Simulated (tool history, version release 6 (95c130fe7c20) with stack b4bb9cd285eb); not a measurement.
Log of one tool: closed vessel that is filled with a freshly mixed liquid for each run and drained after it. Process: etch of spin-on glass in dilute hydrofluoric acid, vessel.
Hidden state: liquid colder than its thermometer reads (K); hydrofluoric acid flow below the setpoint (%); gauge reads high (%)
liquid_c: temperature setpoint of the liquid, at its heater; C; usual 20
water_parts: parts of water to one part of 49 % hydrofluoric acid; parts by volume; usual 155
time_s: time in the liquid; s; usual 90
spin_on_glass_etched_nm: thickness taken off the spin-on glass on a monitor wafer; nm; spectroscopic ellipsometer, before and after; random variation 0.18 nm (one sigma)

run,hour,liquid_c,water_parts,time_s,wafers since the last listed run,hours since the thermometer was replaced,hours since the hydrofluoric acid flow meter was replaced,hours since the gauge calibration,"read-back film thickness of the spin-on glass reference wafer, read on the same gauge (nm)",spin_on_glass_etched_nm
1,0,20,155,90,0,681.6,790.2,1936.8,99.98,29.13
2,55,20,155,90,7378,736.6,845.2,1991.8,100.01,29.12
3,95.6,20,155,80,5447,777.2,885.8,2032.4,100.01,25.9
4,152.5,20,155,80,7633,834.1,942.7,2089.3,100.03,25.65
5,223.9,22.5,155,90,9579,905.5,1014.1,2160.7,100.02,31.85
6,263.9,22.5,155,90,5366,945.5,1054.1,2200.7,100.04,32.15
7,309.4,20,155,90,6104,991,1099.6,2246.2,100.01,29.23
8,366.8,20,155,75,7700,1048.4,1157,2303.6,99.99,24.04
# hour 371.5: gauge calibrated
9,455.4,20,155,75,11886,1137,1245.6,83.9,100.03,24.12
# hour 497.3: hydrofluoric acid flow meter replaced
10,497.8,20,155,90,5554,1179.4,0.5,126.3,100.02,29.04
11,558.9,20,155,90,8197,1240.5,61.6,187.4,100.02,29.08
12,613,20,95,90,7258,1294.6,115.7,241.5,100.01,50.71
13,638.8,20,95,90,3461,1320.4,141.5,267.3,99.99,51.07
14,695.2,20,155,90,7566,1376.8,197.9,323.7,100,29.15
15,759.7,20,105,90,8653,1441.3,262.4,388.2,99.99,45.4
16,826.1,24,175,130,8908,1507.7,328.8,454.6,99.98,42.16
17,851.5,22.5,220,110,3407,1533.1,354.2,480,100,25.72
18,901.3,17,155,55,6681,1582.9,404,529.8,100.01,15.52
19,962.7,23.5,220,90,8237,1644.3,465.4,591.2,99.99,21.75
20,1005.6,20,155,90,5755,1687.2,508.3,634.1,100,29.02
21,1040.4,20,205,60,4668,1722,543.1,668.9,99.99,13.81
22,1088.5,22,135,90,6453,1770.1,591.2,717,99.99,36.41
23,1126.6,22.5,110,90,5111,1808.2,629.3,755.1,100.01,47.31
24,1172.6,23.5,220,90,6171,1854.2,675.3,801.1,100.02,21.74
25,1280.9,20,155,90,14529,1962.5,783.6,909.4,100.01,28.87
# hour 1291.3: thermometer replaced
26,1406,23,155,90,16649,114.7,908.7,1034.5,100,32.51
27,1466,22.5,110,90,8049,174.7,968.7,1094.5,99.99,47.58
28,1505.5,20,155,90,5299,214.2,1008.2,1134,100.01,28.8
29,1653.5,20,180,90,19856,362.2,1156.2,1282,100,24.17
# hour 1749.7: hydrofluoric acid flow meter replaced
30,1830.8,17.5,200,140,23652,539.5,81.1,1459.3,99.99,30.37
31,1863.1,17,180,65,4333,571.8,113.4,1491.6,100.03,15.45
32,1918,24,190,40,7365,626.7,168.3,1546.5,100.03,11.74
33,1949.2,20,155,90,4185,657.9,199.5,1577.7,99.98,28.87
34,1996.1,20,80,115,6292,704.8,246.4,1624.6,99.96,78.25

4 ways to go on from here, each from the tool as it stands after run 34. What would each give?
A,1996.8,18.5,155,90,93,705.5,247.1,1625.3,?,?
B,1996.8,20,195,110,93,705.5,247.1,1625.3,?,?
C,1996.8,24.5,155,90,93,705.5,247.1,1625.3,?,?
D,1996.8,20,95,55,93,705.5,247.1,1625.3,?,?

run,"read-back film thickness of the spin-on glass reference wafer, read on the same gauge (nm)",spin_on_glass_etched_nm
A,100.01,27.1
B,100.01,26.85
C,100.01,34.26
D,100.01,30.61
Without the tool's hidden state the same runs would have given:
run,spin_on_glass_etched_nm
A,27.1
B,26.85
C,34.26
D,30.61
